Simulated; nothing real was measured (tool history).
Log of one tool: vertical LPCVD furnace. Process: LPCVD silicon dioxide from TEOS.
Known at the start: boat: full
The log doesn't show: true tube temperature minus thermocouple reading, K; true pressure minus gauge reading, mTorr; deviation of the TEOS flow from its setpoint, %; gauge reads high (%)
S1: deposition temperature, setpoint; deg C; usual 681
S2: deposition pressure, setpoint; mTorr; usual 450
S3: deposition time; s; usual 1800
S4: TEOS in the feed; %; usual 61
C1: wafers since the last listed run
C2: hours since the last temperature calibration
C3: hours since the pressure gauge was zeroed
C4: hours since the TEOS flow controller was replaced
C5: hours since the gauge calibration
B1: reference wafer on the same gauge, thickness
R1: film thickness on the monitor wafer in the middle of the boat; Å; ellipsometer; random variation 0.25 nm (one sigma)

run 1 day=0.000 | S1=684 S2=450 S3=1800 S4=61 | C1=0 C2=4057.0 C3=2913.1 C4=4181.1 C5=182.5 | B1=142.94 | R1=1878.0
run 2 day=0.279 | S1=684 S2=450 S3=1800 S4=61 | C1=94 C2=4063.7 C3=2919.8 C4=4187.8 C5=189.2 | B1=142.98 | R1=1873.3
run 3 day=0.562 | S1=684 S2=450 S3=1800 S4=61 | C1=95 C2=4070.5 C3=2926.6 C4=4194.6 C5=196.0 | B1=143.10 | R1=1874.3
run 4 day=1.312 | S1=681 S2=450 S3=1290 S4=69 | C1=253 C2=4088.5 C3=2944.6 C4=4212.6 C5=214.0 | B1=143.02 | R1=1335.0
run 5 day=1.975 | S1=681 S2=450 S3=1800 S4=61 | C1=224 C2=4104.4 C3=2960.5 C4=4228.5 C5=229.9 | B1=142.99 | R1=1750.8
run 6 day=2.404 | S1=681 S2=450 S3=1800 S4=61 | C1=145 C2=4114.7 C3=2970.8 C4=4238.8 C5=240.2 | B1=143.02 | R1=1746.6
run 7 day=3.108 | S1=681 S2=450 S3=1800 S4=61 | C1=238 C2=4131.6 C3=2987.7 C4=4255.7 C5=257.1 | B1=143.16 | R1=1751.1
run 8 day=3.829 | S1=681 S2=450 S3=1800 S4=61 | C1=244 C2=4148.9 C3=3005.0 C4=4273.0 C5=274.4 | B1=143.05 | R1=1753.3
run 9 day=4.383 | S1=681 S2=450 S3=1800 S4=61 | C1=187 C2=4162.2 C3=3018.3 C4=4286.3 C5=287.7 | B1=142.96 | R1=1747.7
-- day=5.400 pressure gauge zeroed
run 10 day=5.421 | S1=681 S2=450 S3=1800 S4=61 | C1=12 C2=4187.1 C3=0.5 C4=4311.2 C5=312.6 | B1=142.96 | R1=1752.1
run 11 day=5.575 | S1=681 S2=450 S3=1800 S4=61 | C1=52 C2=4190.8 C3=4.2 C4=4314.9 C5=316.3 | B1=143.03 | R1=1751.9
run 12 day=5.792 | S1=681 S2=450 S3=1800 S4=61 | C1=73 C2=4196.0 C3=9.4 C4=4320.1 C5=321.5 | B1=143.02 | R1=1754.6
-- day=5.962 gauge calibrated
run 13 day=6.412 | S1=692 S2=450 S3=1800 S4=52 | C1=210 C2=4210.9 C3=24.3 C4=4335.0 C5=10.8 | B1=142.92 | R1=2108.3
run 14 day=6.879 | S1=681 S2=450 S3=1800 S4=61 | C1=158 C2=4222.1 C3=35.5 C4=4346.2 C5=22.0 | B1=143.03 | R1=1753.6
run 15 day=7.433 | S1=681 S2=450 S3=1800 S4=61 | C1=187 C2=4235.4 C3=48.8 C4=4359.5 C5=35.3 | B1=143.07 | R1=1754.0
run 16 day=8.158 | S1=678 S2=450 S3=2250 S4=61 | C1=245 C2=4252.8 C3=66.2 C4=4376.9 C5=52.7 | B1=142.92 | R1=2041.0
run 17 day=8.596 | S1=671 S2=450 S3=1800 S4=61 | C1=148 C2=4263.3 C3=76.7 C4=4387.4 C5=63.2 | B1=142.92 | R1=1377.1
-- day=9.646 TEOS flow controller replaced
-- day=9.775 thermocouples replaced and temperature profile calibrated
run 18 day=9.796 | S1=676 S2=410 S3=1350 S4=71 | C1=23 C2=0.5 C3=105.5 C4=3.6 C5=92.0 | B1=143.08 | R1=1090.8
run 19 day=9.950 | S1=681 S2=450 S3=1800 S4=61 | C1=52 C2=4.2 C3=109.2 C4=7.3 C5=95.7 | B1=142.92 | R1=1596.3
run 20 day=11.521 | S1=670 S2=450 S3=2490 S4=49 | C1=531 C2=41.9 C3=146.9 C4=45.0 C5=133.4 | B1=143.09 | R1=1516.3
run 21 day=11.779 | S1=681 S2=450 S3=1800 S4=61 | C1=87 C2=48.1 C3=153.1 C4=51.2 C5=139.6 | B1=142.98 | R1=1598.3
run 22 day=12.442 | S1=681 S2=530 S3=1800 S4=61 | C1=224 C2=64.0 C3=169.0 C4=67.1 C5=155.5 | B1=142.95 | R1=1737.5
run 23 day=12.900 | S1=681 S2=450 S3=1200 S4=71 | C1=155 C2=75.0 C3=180.0 C4=78.1 C5=166.5 | B1=142.97 | R1=1152.4
run 24 day=13.262 | S1=672 S2=450 S3=1800 S4=50 | C1=122 C2=83.7 C3=188.7 C4=86.8 C5=175.2 | B1=143.08 | R1=1163.5
run 25 day=13.733 | S1=681 S2=450 S3=1800 S4=61 | C1=159 C2=95.0 C3=200.0 C4=98.1 C5=186.5 | B1=142.98 | R1=1598.5

Forecast each of these 5 alternatives for the next run:
run A day=13.888 | S1=681 S2=450 S3=1800 S4=49 | C1=52 C2=98.7 C3=203.7 C4=101.8 C5=190.2 | B1=? | R1=?
run B day=13.888 | S1=681 S2=545 S3=1800 S4=65 | C1=52 C2=98.7 C3=203.7 C4=101.8 C5=190.2 | B1=? | R1=?
run C day=13.888 | S1=673 S2=450 S3=1380 S4=69 | C1=52 C2=98.7 C3=203.7 C4=101.8 C5=190.2 | B1=? | R1=?
run D day=13.888 | S1=688 S2=345 S3=1800 S4=68 | C1=52 C2=98.7 C3=203.7 C4=101.8 C5=190.2 | B1=? | R1=?
run E day=13.888 | S1=681 S2=450 S3=2130 S4=49 | C1=52 C2=98.7 C3=203.7 C4=101.8 C5=190.2 | B1=? | R1=?

run=A B1=142.94 R1=1434.6
run=B B1=142.94 R1=1818.3
run=C B1=142.94 R1=1073.8
run=D B1=142.94 R1=1750.4
run=E B1=142.94 R1=1697.6
Without the tool's hidden state the same runs would have given:
run=A R1=1417.8
run=B R1=1797.1
run=C R1=1061.1
run=D R1=1730.3
run=E R1=1677.8
